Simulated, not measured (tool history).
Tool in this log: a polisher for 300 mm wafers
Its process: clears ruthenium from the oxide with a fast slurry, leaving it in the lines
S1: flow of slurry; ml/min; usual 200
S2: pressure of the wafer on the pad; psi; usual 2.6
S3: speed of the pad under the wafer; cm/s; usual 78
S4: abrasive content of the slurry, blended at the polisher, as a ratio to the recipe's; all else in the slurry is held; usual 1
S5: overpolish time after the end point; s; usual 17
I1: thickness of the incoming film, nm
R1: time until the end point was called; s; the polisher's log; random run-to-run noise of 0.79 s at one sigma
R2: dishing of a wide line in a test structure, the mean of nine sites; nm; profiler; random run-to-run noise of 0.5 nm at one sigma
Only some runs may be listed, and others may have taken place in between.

run	hour	S1	S2	S3	S4	S5	I1	R1	R2
1	0	200	2.6	78	1.25	20	178.4	65.9	37.3
2	58.9	200	2.6	78	1.25	20	181.7	67.3	37.7
3	104.3	200	2.6	78	1.25	20	179	68.7	37
4	198.9	200	2.6	78	0.9	17	178.5	75.3	29.9
5	241.2	200	2.6	78	0.9	17	176.7	76.1	29.5
# hour 249.1: slurry nozzle cleaned
6	287	200	2.6	78	1	17	181	67.9	33.2
7	388.2	200	2.6	92	1	17	181.8	58.7	37.5
8	426.7	200	2.6	92	1	17	180.3	58.9	36.7
# hour 438.8: slurry blender recalibrated
# hour 455: worn pad replaced by a new one
9	470.1	140	3.4	102	1	24	181.6	44.5	54.3
10	542.2	200	2.6	78	1	17	177	69.2	32.5
11	802	240	2.1	68	1	23	183	101.1	30.2
12	888	265	2.2	78	0.75	11	179.4	89.8	17.8
# hour 900.6: slurry nozzle cleaned
13	930.5	200	2.6	52	1	17	181.4	102.6	24.1
# hour 962: head pressure recalibrated
14	1032.6	200	2.1	94	1	23	182.2	70.6	40.5
# hour 1048.5: slurry blender recalibrated
15	1069.5	200	3.2	78	1	17	179.1	55	37.3
16	1115.5	200	2.6	54	1.15	17	180.9	95.4	24.8
# hour 1125.4: worn pad replaced by a new one
17	1221.1	200	2.6	78	1	17	179.3	70.5	31.9
18	1317.1	200	2.6	78	1	17	180.6	73.7	31.1
19	1386	200	2.4	106	1.15	25	180.6	56.8	49.3
20	1422.9	200	2.6	78	1	17	178.3	73.4	30.9
21	1482.1	200	2.6	78	1	17	177.6	73.1	30.2
# hour 1486.2: slurry nozzle cleaned
22	1545.4	200	3.1	78	1	17	182.5	58.1	37.2
23	1596.6	265	3.5	92	1	17	179.8	40.8	46.8
24	1633.9	200	3.3	78	1	17	176.1	52.7	37.9
# hour 1662.9: worn pad replaced by a new one
25	1697.2	200	2.6	96	1	17	179.5	55.5	37.3
# hour 1710.8: slurry blender recalibrated
26	1788.1	200	2.6	78	1	17	178.2	71	32.2
# hour 1837.7: head pressure recalibrated
27	1877.7	200	2.6	78	1.2	22	180.2	70	39.9
28	1959.1	200	2.6	50	1.3	10	181.3	105.4	14.6

What if the next run were any one of these 4? Each begins from the tool's condition after run 28:
A	1959.5	200	2.6	78	1	25	182.5	?	?
B	1959.5	200	2.2	78	1.2	24	182.5	?	?
C	1959.5	220	3.4	78	1	17	182.5	?	?
D	1959.5	200	2.2	78	1.3	17	182.5	?	?

run	R1	R2
A	74.9	40.7
B	83.4	36.7
C	56.1	38.1
D	81.3	28.9
Without the tool's unlogged condition, the same runs would have read:
run	R1	R2
A	68.7	43.1
B	76.5	39
C	51.9	40.2
D	74.5	30.9
